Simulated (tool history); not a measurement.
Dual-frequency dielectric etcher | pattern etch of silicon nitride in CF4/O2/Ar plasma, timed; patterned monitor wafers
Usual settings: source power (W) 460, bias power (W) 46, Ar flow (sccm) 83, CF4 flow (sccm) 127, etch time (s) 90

| run | hour | source power (W) | bias power (W) | Ar flow (sccm) | CF4 flow (sccm) | etch time (s) | read-back reference wafer on the same gauge, depth_nm | mean etch depth across the wafer (nm) |
|---|---|---|---|---|---|---|---|---|
| 1 | 0 | 460 | 46 | 83 | 111 | 72 | 154.7 | 123 |
| 2 | 83.3 | 460 | 46 | 83 | 127 | 90 | 154.9 | 152.4 |
| 3 | 127.8 | 400 | 46 | 83 | 142 | 90 | 155.4 | 137 |
|  | 163.5 | Ar flow controller replaced |
|  | 226.6 | bias power generator calibrated |
|  | 247 | wet clean of the chamber |
| 4 | 343.7 | 460 | 46 | 83 | 127 | 110 | 154.8 | 189.3 |
| 5 | 407.4 | 460 | 46 | 99 | 127 | 97.5 | 155.3 | 162.3 |
| 6 | 472.6 | 460 | 39 | 83 | 113 | 90 | 154.9 | 146.3 |
| 7 | 528 | 460 | 35 | 78 | 145 | 80 | 154.9 | 128.9 |
|  | 539.9 | CF4 flow controller replaced |
|  | 579.2 | gauge calibrated |
| 8 | 580.4 | 460 | 46 | 83 | 127 | 90 | 154.8 | 152.3 |
| 9 | 636.7 | 570 | 46 | 83 | 157 | 98 | 155 | 202.6 |
| 10 | 733 | 460 | 46 | 83 | 111 | 111 | 154.9 | 183.3 |
|  | 806.3 | wet clean of the chamber |
| 11 | 806.8 | 460 | 46 | 83 | 127 | 90 | 155.1 | 158.3 |
| 12 | 867.7 | 460 | 56 | 83 | 127 | 90 | 155.1 | 166.7 |
| 13 | 916.6 | 460 | 40 | 83 | 127 | 90 | 155.2 | 150.3 |
| 14 | 972.1 | 360 | 38 | 83 | 127 | 90 | 155 | 118.1 |
| 15 | 1018.8 | 460 | 56 | 83 | 127 | 80.5 | 155.3 | 146.1 |
| 16 | 1101.3 | 370 | 42 | 83 | 127 | 65 | 155 | 88.8 |
| 17 | 1203.9 | 460 | 36 | 66 | 127 | 90 | 155.1 | 144.7 |
| 18 | 1240.8 | 540 | 46 | 76 | 127 | 107.5 | 154.7 | 209.5 |
|  | 1322.7 | wet clean of the chamber |
| 19 | 1340.9 | 460 | 46 | 83 | 127 | 90 | 155 | 157.4 |
| 20 | 1415.9 | 410 | 38 | 94 | 127 | 64 | 154.8 | 93.7 |

Measured less the same run without the tool's hidden state. The same run-to-run variation is in both; the gauge's scatter may not be:
The hidden state here: etch rate over this chamber's usual, %; source power that arrives over what is set, %; bias power that arrives over what is set, %; Ar flow that arrives over what is set, %; CF4 flow that arrives over what is set, %; gauge reads high (%).
| run | mean etch depth across the wafer (nm) |
|---|---|
| 1 | -2.8 |
| 2 | -4.6 |
| 3 | -4.7 |
| 4 | -2.5 |
| 5 | -3.1 |
| 6 | -3.7 |
| 7 | -3.9 |
| 8 | -5.4 |
| 9 | -8.2 |
| 10 | -9.2 |
| 11 | -0.9 |
| 12 | -1.8 |
| 13 | -2.3 |
| 14 | -2.4 |
| 15 | -3.7 |
| 16 | -2.9 |
| 17 | -6.1 |
| 18 | -9.6 |
| 19 | +0 |
| 20 | -0.6 |
